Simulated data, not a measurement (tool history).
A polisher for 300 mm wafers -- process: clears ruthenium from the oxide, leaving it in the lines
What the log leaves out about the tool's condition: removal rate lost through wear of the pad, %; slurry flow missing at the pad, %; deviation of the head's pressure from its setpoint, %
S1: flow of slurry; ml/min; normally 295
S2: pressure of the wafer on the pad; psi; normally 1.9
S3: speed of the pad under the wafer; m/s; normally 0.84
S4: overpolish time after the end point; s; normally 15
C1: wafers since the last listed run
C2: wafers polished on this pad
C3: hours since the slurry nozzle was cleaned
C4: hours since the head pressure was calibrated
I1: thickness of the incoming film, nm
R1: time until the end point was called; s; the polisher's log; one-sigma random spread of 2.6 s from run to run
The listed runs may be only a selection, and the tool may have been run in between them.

run   hour   S1   S2    S3  S4   C1    C2     C3     C4     I1     R1
  1    0.0  295  1.9  0.84  10    0  1231   71.8  227.4  146.3  160.3
      13.9  -- worn pad replaced by a new one
  2   22.8  295  1.9  0.84  10  124    58   94.6  250.2  145.3  159.4
  3   53.1  295  1.6  0.84  15  200   259  124.9  280.5  144.7  187.3
  4   82.7  295  1.5  0.84  15  195   454  154.5  310.1  144.6  198.9
  5  105.7  295  1.5  0.84  15  152   606  177.5  333.1  144.7  195.9
  6  133.3  295  1.9  0.84  15  182   789  205.1  360.7  146.8  154.8
  7  164.0  295  1.9  0.84  15  202   992  235.8  391.4  144.2  154.3
  8  186.0  295  1.9  0.84  15  145  1137  257.8  413.4  145.8  150.6
     212.0  -- worn pad replaced by a new one
  9  212.5  295  1.9  0.84  15  148     3  284.3  439.9  145.8  150.7
 10  243.0  295  1.9  0.84  15  201   204  314.8  470.4  144.9  150.2
 11  262.3  330  2.4  0.84  15  127   332  334.1  489.7  143.6  115.1
     268.4  -- slurry nozzle cleaned
 12  339.0  330  2.4  0.84  15  500   832   70.6  566.4  144.6  116.8
     349.0  -- head pressure recalibrated
 13  369.7  295  1.7  0.84  15  189  1022  101.3   20.7  148.4  185.1
 14  388.4  295  1.7  0.84  15  123  1146  120.0   39.4  147.6  187.8
 15  414.6  295  1.9  0.84  15  173  1319  146.2   65.6  144.1  167.3
     423.1  -- worn pad replaced by a new one
 16  429.8  295  1.9  0.84  15   74    44  161.4   80.8  142.3  159.2
 17  450.0  250  1.9  0.58   8  133   178  181.6  101.0  144.9  238.6
 18  476.6  360  1.9  0.54  23  175   353  208.2  127.6  145.2  248.3
 19  489.7  295  1.9  0.84  21   86   440  221.3  140.7  143.1  158.3
 20  516.9  295  1.9  0.84  15  179   620  248.5  167.9  144.8  163.8
 21  542.5  295  1.9  0.84  11  169   789  274.1  193.5  142.1  156.3
     559.9  -- slurry nozzle cleaned
 22  564.5  295  1.9  0.84  15  138   928    4.6  215.5  143.1  165.0
 23  593.5  330  1.9  0.84  15  191  1120   33.6  244.5  145.9  160.6
 24  617.5  295  1.9  0.84  12  158  1278   57.6  268.5  143.8  158.4
     629.9  -- worn pad replaced by a new one
 25  639.5  295  1.9  0.84  15  118    63   79.6  290.5  147.1  161.2
 26  655.7  295  2.1  0.84   8  107   170   95.8  306.7  145.3  143.6
 27  667.7  295  2.3  0.84  15   79   250  107.8  318.7  144.8  134.7
 28  693.7  295  1.9  0.84  15  171   422  133.8  344.7  144.6  156.9
 29  717.6  270  1.9  0.84  15  158   580  157.7  368.6  146.5  158.0
 30  749.1  265  1.9  1.04  15  208   788  189.2  400.1  146.6  124.8
 31  768.6  295  1.9  0.84  15  128   917  208.7  419.6  144.8  151.5
 32  788.8  295  1.9  0.84  15  133  1050  228.9  439.8  145.7  153.2
     794.6  -- head pressure recalibrated
 33  817.2  295  1.9  1.10  15  174  1225  257.3   22.6  145.4  123.0
     848.9  -- worn pad replaced by a new one
 34  866.8  220  1.4  1.10   7  301   118  306.9   72.2  145.2  168.6
     879.8  -- slurry nozzle cleaned
 35  902.1  295  1.9  0.96  15  226   345   22.3  107.5  144.6  138.8
 36  917.1  295  1.9  0.84  15   99   444   37.3  122.5  143.4  154.6
 37  941.5  295  1.9  0.84  15  161   605   61.7  146.9  147.5  156.3
 38  974.7  240  1.9  0.84  15  219   825   94.9  180.1  144.4  159.3

What the log doesn't show, run by run:
removal rate lost through wear of the pad, %: 0, the same for each run
slurry flow missing at the pad, %: 0, the same for each run
H1: deviation of the head's pressure from its setpoint, %
run       H1
  1     2.31
  2      2.7
  3     3.28
  4     3.91
  5     4.44
  6     5.13
  7     5.96
  8     6.59
  9      7.4
 10      8.4
 11     9.07
 12       12
 13   -0.629
 14   -0.588
 15    -0.49
 16    -0.41
 17   -0.278
 18  -0.0599
 19   0.0662
 20    0.367
 21    0.699
 22     1.02
 23      1.5
 24     1.94
 25     2.38
 26     2.73
 27        3
 28     3.62
 29     4.23
 30      5.1
 31     5.67
 32      6.3
 33     2.19
 34     2.36
 35     2.59
 36     2.71
 37     2.94
 38     3.33

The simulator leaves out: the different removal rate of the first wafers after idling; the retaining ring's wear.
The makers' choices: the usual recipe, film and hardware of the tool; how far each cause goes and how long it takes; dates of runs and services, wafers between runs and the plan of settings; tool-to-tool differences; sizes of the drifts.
